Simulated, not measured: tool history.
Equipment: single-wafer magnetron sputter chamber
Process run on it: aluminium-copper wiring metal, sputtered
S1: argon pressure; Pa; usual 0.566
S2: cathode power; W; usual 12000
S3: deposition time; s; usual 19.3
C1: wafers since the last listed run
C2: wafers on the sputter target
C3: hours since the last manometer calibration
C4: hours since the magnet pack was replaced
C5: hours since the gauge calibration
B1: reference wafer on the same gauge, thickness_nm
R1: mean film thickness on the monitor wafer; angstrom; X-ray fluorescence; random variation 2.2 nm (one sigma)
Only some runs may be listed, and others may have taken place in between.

run,day,S1,S2,S3,C1,C2,C3,C4,C5,B1,R1
1,0,0.566,11300,19.3,0,2377,322.6,7810.8,595.4,442.647,3653.05
2,4.162,0.566,11300,19.3,2212,4589,422.5,7910.7,695.3,443.274,3646.64
3,7.383,0.566,12000,19.3,1711,6301,499.8,7988,772.6,443.558,3812.01
4,9.438,0.566,12000,19.3,1091,7393,549.1,8037.3,821.9,443.163,3847.81
# day 10.079: sputter target and shields replaced
5,12.808,0.566,12000,19.3,1614,1451,630,8118.2,902.8,443.198,3819.55
6,16.971,0.566,12000,20.9,2212,3663,729.9,8218.1,1002.7,443.514,4132.74
7,21.092,0.566,12000,20.9,2190,5853,828.8,8317,1101.6,442.998,4105.04
8,24.475,0.635,12000,20.5,1798,7651,910,8398.2,1182.8,442.939,3922.91
# day 29.3: sputter target and shields replaced
9,33.442,0.635,12000,20.5,4588,2200,1125.2,8613.4,1398,443.184,3897.76
10,35.742,0.634,12000,17.3,1222,3422,1180.4,8668.6,1453.2,442.886,3273.81
11,37.829,0.634,12000,17.3,1109,4531,1230.5,8718.7,1503.3,442.897,3248.29
12,40.308,0.634,12000,17.3,1317,5849,1290,8778.2,1562.8,442.759,3225.46
13,42.771,0.566,11300,19.3,1308,7158,1349.1,8837.3,1621.9,442.673,3677.39
# day 45.179: sputter target and shields replaced
14,46.238,0.494,12000,19.3,1665,561,1432.3,8920.5,1705.1,442.757,4047.97
# day 46.771: gauge calibrated
15,50.425,0.647,12000,19.3,2225,2787,1532.8,9021,87.7,442.802,3577.37
# day 54.125: capacitance manometer re-zeroed and calibrated
16,54.383,0.67,13550,16.7,1926,4713,6.2,9116,182.7,443.088,3386.65
17,58.171,0.771,12000,17.6,2012,6726,97.1,9206.9,273.6,442.478,3012.55
18,62.275,0.768,12000,16.7,2181,8907,195.6,9305.4,372.1,442.855,2881.16
# day 63.908: sputter target and shields replaced
19,64.625,0.566,12000,19.3,1071,380,252,9361.8,428.5,443.507,3798.22
# day 66.571: magnet pack replaced
20,66.592,0.566,12000,19.3,868,1248,299.2,0.5,475.7,443.113,3804.12
21,78.433,0.663,14850,21.5,6293,7541,583.4,284.7,759.9,443.275,4665.02
# day 78.879: sputter target and shields replaced
22,80.6,0.466,12000,21.7,974,913,635.4,336.7,811.9,442.642,4647.55
23,82.725,0.566,12000,19.3,1129,2043,686.4,387.7,862.9,443.103,3826.79
24,84.688,0.434,11050,17.2,1042,3086,733.5,434.8,910,443.753,3535.69

How the hidden state differs across the entries between the runs, from the last listed run before each to the first after it:
Runs 4 to 5: sputter target and shields replaced (day 10.079)
  the hidden state is the same at both runs
Runs 8 to 9: sputter target and shields replaced (day 29.3)
  the hidden state is the same at both runs
Runs 13 to 14: sputter target and shields replaced (day 45.179)
  the hidden state is the same at both runs
Runs 14 to 15: gauge calibrated (day 46.771)
  the hidden state is the same at both runs
Runs 15 to 16: capacitance manometer re-zeroed and calibrated (day 54.125)
  the hidden state is the same at both runs
Runs 18 to 19: sputter target and shields replaced (day 63.908)
  the hidden state is the same at both runs
Runs 19 to 20: magnet pack replaced (day 66.571)
  the hidden state is the same at both runs
Runs 21 to 22: sputter target and shields replaced (day 78.879)
  the hidden state is the same at both runs

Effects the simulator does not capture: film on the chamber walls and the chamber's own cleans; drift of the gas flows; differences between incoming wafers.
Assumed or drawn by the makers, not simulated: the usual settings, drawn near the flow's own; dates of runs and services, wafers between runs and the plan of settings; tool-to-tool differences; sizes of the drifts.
